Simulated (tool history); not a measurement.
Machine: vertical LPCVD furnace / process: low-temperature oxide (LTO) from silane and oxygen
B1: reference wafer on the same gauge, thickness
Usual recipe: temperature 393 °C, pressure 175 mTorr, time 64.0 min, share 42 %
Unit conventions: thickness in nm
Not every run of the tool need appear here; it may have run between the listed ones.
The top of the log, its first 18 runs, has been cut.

-- hour=236.2 gauge calibrated
run 19 hour=239.7 | temperature=388 pressure=150 time=43.5 share=42 | B1=588.47 | thickness=291.50
run 20 hour=249.4 | temperature=393 pressure=175 time=64.0 share=42 | B1=588.13 | thickness=526.04
-- hour=273.8 pressure gauge zeroed
run 21 hour=274.3 | temperature=386 pressure=175 time=64.0 share=42 | B1=587.92 | thickness=466.96
run 22 hour=278.6 | temperature=393 pressure=175 time=73.0 share=42 | B1=588.10 | thickness=575.38
run 23 hour=290.0 | temperature=393 pressure=145 time=64.0 share=47 | B1=588.22 | thickness=473.97
run 24 hour=302.6 | temperature=393 pressure=215 time=47.5 share=42 | B1=587.61 | thickness=460.44
run 25 hour=311.8 | temperature=393 pressure=215 time=55.0 share=42 | B1=588.47 | thickness=532.06
run 26 hour=324.6 | temperature=393 pressure=175 time=64.0 share=42 | B1=588.16 | thickness=505.47
run 27 hour=338.9 | temperature=399 pressure=150 time=64.0 share=42 | B1=587.87 | thickness=463.91
run 28 hour=355.8 | temperature=393 pressure=175 time=78.5 share=42 | B1=587.78 | thickness=620.15
run 29 hour=372.7 | temperature=398 pressure=175 time=64.0 share=42 | B1=588.05 | thickness=535.73
run 30 hour=381.9 | temperature=393 pressure=155 time=84.0 share=42 | B1=587.88 | thickness=587.91

5 options for the next run, each taken on its own from the tool as it stands now. Forecast them:
run A hour=386.4 | temperature=393 pressure=175 time=50.5 share=42 | B1=? | thickness=?
run B hour=386.4 | temperature=402 pressure=145 time=64.0 share=42 | B1=? | thickness=?
run C hour=386.4 | temperature=393 pressure=195 time=64.0 share=47 | B1=? | thickness=?
run D hour=386.4 | temperature=385 pressure=175 time=39.5 share=44 | B1=? | thickness=?
run E hour=386.4 | temperature=393 pressure=150 time=64.0 share=45 | B1=? | thickness=?

run=A B1=587.95 thickness=399.97
run=B B1=587.95 thickness=464.24
run=C B1=587.95 thickness=635.81
run=D B1=587.95 thickness=301.48
run=E B1=587.95 thickness=469.40
With no hidden state in the tool, these same runs would have given:
run=A thickness=389.14
run=B thickness=451.01
run=C thickness=619.64
run=D thickness=293.22
run=E thickness=456.11
